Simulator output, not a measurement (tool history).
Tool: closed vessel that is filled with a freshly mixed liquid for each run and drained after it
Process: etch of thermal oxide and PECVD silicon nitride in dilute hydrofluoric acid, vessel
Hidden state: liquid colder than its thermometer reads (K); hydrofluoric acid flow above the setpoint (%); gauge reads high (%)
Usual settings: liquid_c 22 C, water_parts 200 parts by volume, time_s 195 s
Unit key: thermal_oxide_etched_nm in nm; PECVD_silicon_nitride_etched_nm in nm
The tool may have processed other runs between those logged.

run	hour	liquid_c	water_parts	time_s	wafers since the last listed run	hours since the thermometer was replaced	hours since the hydrofluoric acid flow meter was replaced	hours since the gauge calibration	read-back film thickness of the thermal oxide reference wafer, read on the same gauge (nm)	read-back film thickness of the PECVD silicon nitride reference wafer, read on the same gauge (nm)	thermal_oxide_etched_nm	PECVD_silicon_nitride_etched_nm
1	0	25	200	195	0	1864.4	1925.1	8.5	59.98	129.998	4.387	5.303
2	13.7	25	200	195	1060	1878.1	1938.8	22.2	60.043	129.994	4.341	5.284
3	25.4	22	200	120	906	1889.8	1950.5	33.9	59.99	129.994	2.435	2.709
# hour 32.7: hydrofluoric acid flow meter replaced
# hour 35.1: thermometer replaced
4	38.4	23.5	200	195	851	3.3	5.7	46.9	59.978	130.016	4.075	4.854
5	50.6	22	200	195	944	15.5	17.9	59.1	60.016	130.013	3.853	4.426
6	61.5	22	200	195	844	26.4	28.8	70	60.009	129.971	3.891	4.384
7	75.6	22	200	195	1091	40.5	42.9	84.1	59.97	130	3.912	4.42
8	85.4	22	200	195	758	50.3	52.7	93.9	60.009	129.987	3.992	4.474
9	96.1	22	200	195	828	61	63.4	104.6	59.999	130.005	3.934	4.313
10	105.7	22	105	195	743	70.6	73	114.2	59.972	129.969	8.215	8.244
11	113.5	25.5	270	160	604	78.4	80.8	122	60.001	130.031	2.556	3.36
12	127.1	18.5	200	245	1053	92	94.4	135.6	59.983	129.989	4.342	4.399
13	171.7	18.5	200	195	3453	136.6	139	180.2	60.054	130.015	3.476	3.435
14	182.6	22	270	195	844	147.5	149.9	191.1	59.989	130.007	2.714	3.292
15	198.2	22	200	195	1208	163.1	165.5	206.7	60.026	130.021	3.939	4.365
16	214.1	24.5	200	195	1231	179	181.4	222.6	59.982	130.026	4.272	5.228

For run 17, what comes out?
17	221	27	200	245	534	185.9	188.3	229.5	?	?	?	?

Run 17 came out at read-back film thickness of the thermal oxide reference wafer, read on the same gauge (nm) 60.072, read-back film thickness of the PECVD silicon nitride reference wafer, read on the same gauge (nm) 129.986, thermal_oxide_etched_nm 5.863 nm, PECVD_silicon_nitride_etched_nm 7.504 nm.
Without the tool's hidden state the same run would have given thermal_oxide_etched_nm 5.863 nm, PECVD_silicon_nitride_etched_nm 7.504 nm.

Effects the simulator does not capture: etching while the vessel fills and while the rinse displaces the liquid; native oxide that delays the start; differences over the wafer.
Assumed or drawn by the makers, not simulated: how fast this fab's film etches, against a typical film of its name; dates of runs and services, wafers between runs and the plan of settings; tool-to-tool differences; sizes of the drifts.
